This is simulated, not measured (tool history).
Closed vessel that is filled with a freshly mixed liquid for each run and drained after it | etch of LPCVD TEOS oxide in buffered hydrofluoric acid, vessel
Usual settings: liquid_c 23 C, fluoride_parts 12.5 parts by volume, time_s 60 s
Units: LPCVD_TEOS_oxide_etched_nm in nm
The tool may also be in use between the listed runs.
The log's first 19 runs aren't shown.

run   hour  liquid_c  fluoride_parts  time_s  wafers since the last listed run  hours since the thermometer was replaced  hours since the hydrofluoric acid flow meter was replaced  hours since the gauge calibration  read-back film thickness of the LPCVD TEOS oxide reference wafer, read on the same gauge (nm)  LPCVD_TEOS_oxide_etched_nm
 20  231.8      25.5            12.5      60                              2177                                     180.4                                                       65.1                              110.6                                                                                          79.96                      281.58
 21  260.3        23            12.5      60                              3072                                     208.9                                                       93.6                              139.1                                                                                          80.02                      245.41
 22  269.3        27              16      75                               970                                     217.9                                                      102.6                              148.1                                                                                          80.01                      300.04
 23  285.8        23            12.5      60                              1778                                     234.4                                                      119.1                              164.6                                                                                             80                      245.51
 24  295.1        23            10.5      60                              1002                                     243.7                                                      128.4                              173.9                                                                                          79.97                      291.52
 25  311.2        23            12.5      60                              1735                                     259.8                                                      144.5                                190                                                                                          80.01                      247.13
 26  329.1        23            12.5      60                              1929                                     277.7                                                      162.4                              207.9                                                                                          79.98                      248.46
 27  343.4        18               9      40                              1541                                       292                                                      176.7                              222.2                                                                                          80.03                      168.37
 28  358.5        23            12.5      60                              1627                                     307.1                                                      191.8                              237.3                                                                                          79.99                      249.34
 29    369        21              15      70                              1131                                     317.6                                                      202.3                              247.8                                                                                          80.02                      217.74
 30  383.3      24.5              14      60                              1541                                     331.9                                                      216.6                              262.1                                                                                          80.01                      239.19
 31  394.5      26.5            12.5      60                              1207                                     343.1                                                      227.8                              273.3                                                                                          80.01                      301.56
 32    409        23            12.5      60                              1563                                     357.6                                                      242.3                              287.8                                                                                          80.03                       246.4

Forecast each of these 5 alternatives for the next run:
  A  409.7        23            12.5      60                                75                                     358.3                                                        243                              288.5                                                                                              ?                           ?
  B  409.7      18.5              15      30                                75                                     358.3                                                        243                              288.5                                                                                              ?                           ?
  C  409.7      25.5            10.5      60                                75                                     358.3                                                        243                              288.5                                                                                              ?                           ?
  D  409.7        20               8      70                                75                                     358.3                                                        243                              288.5                                                                                              ?                           ?
  E  409.7        25            12.5      60                                75                                     358.3                                                        243                              288.5                                                                                              ?                           ?

run  read-back film thickness of the LPCVD TEOS oxide reference wafer, read on the same gauge (nm)  LPCVD_TEOS_oxide_etched_nm
  A                                                                                          80.02                      244.14
  B                                                                                          80.02                        79.5
  C                                                                                          80.02                      331.45
  D                                                                                          80.02                       363.3
  E                                                                                          80.02                      272.15
Without the tool's hidden state the same runs would have given:
run  LPCVD_TEOS_oxide_etched_nm
  A                      240.89
  B                       78.36
  C                      327.23
  D                      359.28
  E                      268.67
